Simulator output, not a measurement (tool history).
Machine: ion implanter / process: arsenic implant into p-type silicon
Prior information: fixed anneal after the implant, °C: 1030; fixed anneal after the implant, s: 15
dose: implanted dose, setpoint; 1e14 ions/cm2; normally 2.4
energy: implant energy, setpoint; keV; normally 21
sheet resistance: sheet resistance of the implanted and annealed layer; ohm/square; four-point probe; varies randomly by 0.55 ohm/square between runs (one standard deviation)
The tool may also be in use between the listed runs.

| run | hour | dose | energy | read-back reference wafer on the same gauge, sheet resistance | sheet resistance |
|---|---|---|---|---|---|
| 1 | 0 | 2.4 | 21 | 315.05 | 360.2 |
| 2 | 14.3 | 2.4 | 21 | 314.82 | 360.41 |
| 3 | 28.5 | 2.4 | 21 | 314.98 | 361.17 |
| 4 | 62.5 | 2.4 | 21 | 315.04 | 359.77 |
| 5 | 79.6 | 2.13 | 21 | 314.88 | 394.29 |
| 6 | 91.3 | 2.83 | 21 | 314.97 | 318.7 |
|  | 101.2 | Faraday cup replaced and dose calibrated |
| 7 | 105.6 | 2.83 | 21 | 314.91 | 310.77 |
| 8 | 115.9 | 2.4 | 17.5 | 315.04 | 361.28 |
|  | 124 | gauge calibrated |
|  | 136.9 | extraction supply calibrated |
|  | 142.8 | Faraday cup replaced and dose calibrated, repeated, since the last time left the tool worse |
| 9 | 143.3 | 2.4 | 17.5 | 314.86 | 377.09 |
| 10 | 146 | 2.87 | 23 | 315.03 | 318.17 |
| 11 | 157.2 | 2.71 | 21 | 314.97 | 336.27 |
| 12 | 163.8 | 1.83 | 18.5 | 315.02 | 459.08 |
| 13 | 173.1 | 1.98 | 16.5 | 314.93 | 438.65 |
| 14 | 182.2 | 2.68 | 25.5 | 315.07 | 329.83 |
| 15 | 197.4 | 2.07 | 28 | 314.83 | 395.58 |

For run 16, what comes out?
| 16 | 214.8 | 2.4 | 28 | ? | ? |

read-back reference wafer on the same gauge, sheet resistance: 315
sheet resistance: 354.51 ohm/square
Minus the tool's unlogged condition, the same run would have read sheet resistance 355.77 ohm/square.
